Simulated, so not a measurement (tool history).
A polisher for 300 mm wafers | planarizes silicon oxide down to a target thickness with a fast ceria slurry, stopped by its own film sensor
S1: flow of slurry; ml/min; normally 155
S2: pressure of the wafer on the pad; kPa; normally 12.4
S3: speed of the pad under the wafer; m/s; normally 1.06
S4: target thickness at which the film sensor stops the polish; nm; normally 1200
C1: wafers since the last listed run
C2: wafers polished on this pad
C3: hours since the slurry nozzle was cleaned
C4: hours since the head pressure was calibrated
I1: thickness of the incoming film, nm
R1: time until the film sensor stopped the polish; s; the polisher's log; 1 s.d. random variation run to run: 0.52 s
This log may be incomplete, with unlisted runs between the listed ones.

run   hour   S1    S2    S3    S4   C1   C2     C3     C4      I1    R1
  1      0  155  12.4  1.06  1200    0  572  344.8    750  1902.5  69.7
  2    9.3  155  12.4  1.06  1200  107  679  354.1  759.3  1928.4  71.3
  3   19.2  155  12.4  1.06  1200  114  793    364  769.2    1894  68.7
      33.9  -- worn pad replaced by a new one
  4   34.4  155  12.4  1.06  1200  129    5  379.2  784.4  1939.2  72.9
  5   47.6  155  12.4  1.06  1200  152  158  392.4  797.6  1882.1  67.6
  6     62  155  12.4  1.06  1200  165  324  406.8    812  1904.1  70.7
  7     79  155  12.4  1.06  1200  195  520  423.8    829  1927.9  71.7
      92.2  -- head pressure recalibrated
     116.8  -- slurry nozzle cleaned
     119.9  -- worn pad replaced by a new one
  8  125.1  155  12.4  1.06  1200  460   59    8.3   32.9  1939.1  66.9
  9  132.8  155  12.4  0.84  1398   88  148     16   40.6  1935.3  62.2
 10  150.1  155  12.4  1.06  1200  199  348   33.3   57.9  1912.6  64.2
 11  159.2  110  12.4  1.06  1200  104  453   42.4     67  1922.8  67.8
 12  167.7  155    11   1.2  1200   97  551   50.9   75.5  1899.9  62.9
     198.6  -- worn pad replaced by a new one
 13  214.4  155  12.4  1.06  1005  492  181   97.6  122.2    1889  81.8
 14  222.3  155  10.3  1.06  1297   91  272  105.5  130.1  1891.7  64.7
 15  233.6  125  13.8  0.82  1277  130  403  116.8  141.4  1895.8  70.2
 16    243  155  12.4  1.06  1200  108  511  126.2  150.8    1895  64.8
 17  258.2  155  12.4  0.78  1200  175  686  141.4    166  1893.9  88.3

What if the next run were any one of these 5? Each begins from the tool's condition after run 17:
  A  258.6  155  12.4  1.06  1200   4  691  141.8  166.4  1915.9   ?
  B  258.6  155  15.2   0.7  1380   4  691  141.8  166.4  1915.9   ?
  C  258.6  155  15.9  1.06  1200   4  691  141.8  166.4  1915.9   ?
  D  258.6  190   9.7   0.8  1363   4  691  141.8  166.4  1915.9   ?
  E  258.6  155   9.7  1.06  1317   4  691  141.8  166.4  1915.9   ?

run    R1
  A  66.8
  B    64
  C  54.3
  D  82.1
  E  68.6
Without the tool's unlogged condition, the same runs would have read:
run    R1
  A  62.9
  B  60.2
  C  51.1
  D  77.2
  E  64.5
